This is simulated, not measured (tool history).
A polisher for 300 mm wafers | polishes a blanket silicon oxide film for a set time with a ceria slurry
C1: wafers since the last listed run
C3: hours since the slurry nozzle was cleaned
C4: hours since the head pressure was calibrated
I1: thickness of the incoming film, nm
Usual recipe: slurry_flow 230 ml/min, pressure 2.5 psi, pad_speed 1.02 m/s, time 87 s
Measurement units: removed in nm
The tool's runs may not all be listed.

Run 1, day 0.000: usual settings; C1 0; wafers polished on this pad 424; C3 270.6; C4 269.0; I1 965.0. Result: removed 280.1 nm.
Run 2, day 4.196: usual settings; C1 876; wafers polished on this pad 1300; C3 371.3; C4 369.7; I1 963.5. Result: removed 285.9 nm.
Run 3, day 6.742: usual settings but pressure 2.3 psi; C1 531; wafers polished on this pad 1831; C3 432.4; C4 430.8; I1 981.9. Result: removed 263.0 nm.
Run 4, day 9.162: usual settings but pressure 2.3 psi; C1 505; wafers polished on this pad 2337; C3 490.5; C4 488.9; I1 968.8. Result: removed 254.3 nm.
Run 5, day 11.262: usual settings but pressure 2.3 psi; C1 438; wafers polished on this pad 2775; C3 540.9; C4 539.3; I1 949.4. Result: removed 259.0 nm.
At day 12.788: worn pad replaced by a new one.
Run 6, day 14.629: usual settings but slurry_flow 175 ml/min; C1 668; wafers polished on this pad 384; C3 621.7; C4 620.1; I1 989.5. Result: removed 266.5 nm.
At day 18.567: slurry nozzle cleaned.
Run 7, day 18.629: usual settings but slurry_flow 175 ml/min; C1 826; wafers polished on this pad 1211; C3 1.5; C4 716.1; I1 982.0. Result: removed 259.5 nm.
Run 8, day 21.750: usual settings but slurry_flow 175 ml/min; C1 651; wafers polished on this pad 1862; C3 76.4; C4 791.0; I1 963.7. Result: removed 251.4 nm.
At day 25.096: head pressure recalibrated.
Run 9, day 25.562: usual settings; C1 778; wafers polished on this pad 2641; C3 167.9; C4 11.2; I1 973.2. Result: removed 260.6 nm.
At day 27.633: worn pad replaced by a new one.
Run 10, day 28.500: usual settings; C1 578; wafers polished on this pad 180; C3 238.4; C4 81.7; I1 965.0. Result: removed 259.9 nm.
Run 11, day 31.521: usual settings but time 80 s; C1 630; wafers polished on this pad 811; C3 310.9; C4 154.2; I1 970.1. Result: removed 238.8 nm.
Run 12, day 34.892: usual settings but time 80 s; C1 703; wafers polished on this pad 1515; C3 391.8; C4 235.1; I1 975.6. Result: removed 238.1 nm.
Run 13, day 37.112: usual settings but time 80 s; C1 463; wafers polished on this pad 1978; C3 445.1; C4 288.4; I1 974.0. Result: removed 238.0 nm.
At day 38.021: slurry nozzle cleaned, repeated, since the last time left the tool worse.
Run 14, day 40.333: usual settings but pad_speed 1.30 m/s, time 62 s; C1 663; wafers polished on this pad 2642; C3 55.5; C4 365.7; I1 973.7. Result: removed 250.9 nm.
Run 15, day 44.621: usual settings; C1 895; wafers polished on this pad 3537; C3 158.4; C4 468.6; I1 957.9. Result: removed 286.8 nm.
At day 45.125: worn pad replaced by a new one.
Run 16, day 49.000: usual settings but pressure 2.7 psi; C1 879; wafers polished on this pad 809; C3 263.5; C4 573.7; I1 966.3. Result: removed 306.6 nm.
Run 17, day 51.362: usual settings but slurry_flow 280 ml/min, time 104 s; C1 493; wafers polished on this pad 1302; C3 320.2; C4 630.4; I1 962.3. Result: removed 349.9 nm.
Run 18, day 54.562: usual settings; C1 668; wafers polished on this pad 1970; C3 397.0; C4 707.2; I1 986.6. Result: removed 282.9 nm.
Run 19, day 56.142: usual settings but pressure 2.9 psi, pad_speed 1.16 m/s; C1 329; wafers polished on this pad 2300; C3 434.9; C4 745.1; I1 978.3. Result: removed 359.3 nm.
At day 57.567: head pressure recalibrated.
Run 20, day 58.712: usual settings but slurry_flow 175 ml/min, time 96 s; C1 519; wafers polished on this pad 2819; C3 496.6; C4 27.5; I1 973.9. Result: removed 300.9 nm.
At day 59.308: worn pad replaced by a new one.
Run 21, day 60.217: usual settings but slurry_flow 165 ml/min, time 100 s; C1 279; wafers polished on this pad 189; C3 532.7; C4 63.6; I1 983.3. Result: removed 305.4 nm.
Run 22, day 64.408: usual settings; C1 875; wafers polished on this pad 1064; C3 633.3; C4 164.2; I1 979.8. Result: removed 278.8 nm.
Run 23, day 67.462: usual settings; C1 637; wafers polished on this pad 1702; C3 706.6; C4 237.5; I1 969.1. Result: removed 283.9 nm.
At day 68.150: slurry nozzle cleaned.
Run 24, day 69.775: usual settings but pressure 2.7 psi; C1 474; wafers polished on this pad 2176; C3 39.0; C4 293.0; I1 953.5. Result: removed 317.1 nm.
Run 25, day 73.196: usual settings but slurry_flow 295 ml/min, pressure 2.2 psi, pad_speed 0.80 m/s, time 77 s; C1 714; wafers polished on this pad 2890; C3 121.1; C4 375.1; I1 983.2. Result: removed 194.5 nm.
At day 74.800: worn pad replaced by a new one.
Run 26, day 74.883: usual settings but slurry_flow 155 ml/min, time 99 s; C1 317; wafers polished on this pad 17; C3 161.6; C4 415.6; I1 969.7. Result: removed 302.4 nm.
Run 27, day 78.004: usual settings but slurry_flow 180 ml/min, pad_speed 1.28 m/s, time 99 s; C1 651; wafers polished on this pad 669; C3 236.5; C4 490.5; I1 966.4. Result: removed 364.7 nm.

Some steps in removed between neighbouring runs. How much of each would the tool show without its hidden state too (settings, what came in, random variation), and how much is left for the hidden state, with any gauge scatter that isn't in both results?
What the log doesn't record here: removal rate lost through wear of the pad, %; slurry flow missing at the pad, %; deviation of the head's pressure from its setpoint, %.
Run 6 -> 7: slurry nozzle cleaned. removed -7.0 nm: hidden state -9.7, all else +2.7.
Run 13 -> 14: pad_speed 1.02 -> 1.30, time 80 -> 62, slurry nozzle cleaned, repeated, since the last time left the tool worse. removed +12.9 nm: hidden state +32.0, all else -19.1.
Run 24 -> 25: slurry_flow 230 -> 295, pressure 2.7 -> 2.2, pad_speed 1.02 -> 0.80, time 87 -> 77. removed -122.6 nm: hidden state -0.4, all else -122.2.
Run 25 -> 26: slurry_flow 295 -> 155, pressure 2.2 -> 2.5, pad_speed 0.80 -> 1.02, time 77 -> 99, worn pad replaced by a new one. removed +107.9 nm: hidden state -4.8, all else +112.7.

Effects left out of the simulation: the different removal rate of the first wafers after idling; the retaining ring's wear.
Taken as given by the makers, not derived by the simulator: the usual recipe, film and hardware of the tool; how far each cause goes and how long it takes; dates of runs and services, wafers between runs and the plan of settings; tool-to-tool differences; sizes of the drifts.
